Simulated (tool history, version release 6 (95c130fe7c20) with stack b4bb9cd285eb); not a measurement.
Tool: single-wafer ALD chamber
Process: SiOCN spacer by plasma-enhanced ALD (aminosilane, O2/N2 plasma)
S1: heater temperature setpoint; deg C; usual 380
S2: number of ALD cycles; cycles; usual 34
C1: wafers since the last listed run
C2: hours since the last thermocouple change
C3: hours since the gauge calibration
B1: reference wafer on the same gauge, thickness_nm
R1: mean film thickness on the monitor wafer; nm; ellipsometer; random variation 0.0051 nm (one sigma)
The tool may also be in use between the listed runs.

run,day,S1,S2,C1,C2,C3,B1,R1
1,0,380,34,0,159.6,819.8,2.047,2.051
2,3.438,380,34,437,242.1,902.3,2.049,2.064
3,7.675,375,29,539,343.8,1004,2.055,1.764
4,12.05,375,29,556,448.8,1109,2.061,1.774
5,15.429,370,34,430,529.9,1190.1,2.065,2.083
6,18.975,380,32,451,615,1275.2,2.071,1.958
7,21.279,380,32,293,670.3,1330.5,2.076,1.967
8,23.483,380,37,280,723.2,1383.4,2.079,2.275
9,27.529,380,34,515,820.3,1480.5,2.087,2.101
# day 29.242: gauge calibrated
10,30.662,380,34,398,895.5,34.1,2.028,2.044
11,33.967,380,34,420,974.8,113.4,2.028,2.047
12,36.192,373,38,283,1028.2,166.8,2.029,2.288
13,38.892,369,39,343,1093,231.6,2.029,2.346
14,42.679,368,34,482,1183.9,322.5,2.03,2.047
# day 44.35: thermocouple changed; heater temperature recalibrated
15,46.396,380,34,430,49.1,411.7,2.033,2.048
16,49.45,372,34,388,122.4,485,2.034,2.054
17,53.129,376,36,468,210.7,573.3,2.037,2.168
18,55.117,387,38,253,258.4,621,2.038,2.294
19,58.392,380,34,416,337,699.6,2.041,2.056
20,60.729,367,39,297,393.1,755.7,2.044,2.367
21,63.183,375,29,312,452,814.6,2.045,1.761
22,65.45,373,34,288,506.4,869,2.049,2.063

What the log doesn't show, run by run:
wafer temperature above the value expected at the setpoint (K): 0 in every run
H1: gauge reads high (%)
run,H1
1,0.778
2,0.967
3,1.23
4,1.52
5,1.77
6,2.05
7,2.24
8,2.44
9,2.81
10,-0.109
11,-0.0929
12,-0.0729
13,-0.0385
14,0.0288
15,0.116
16,0.204
17,0.329
18,0.405
19,0.543
20,0.652
21,0.776
22,0.898
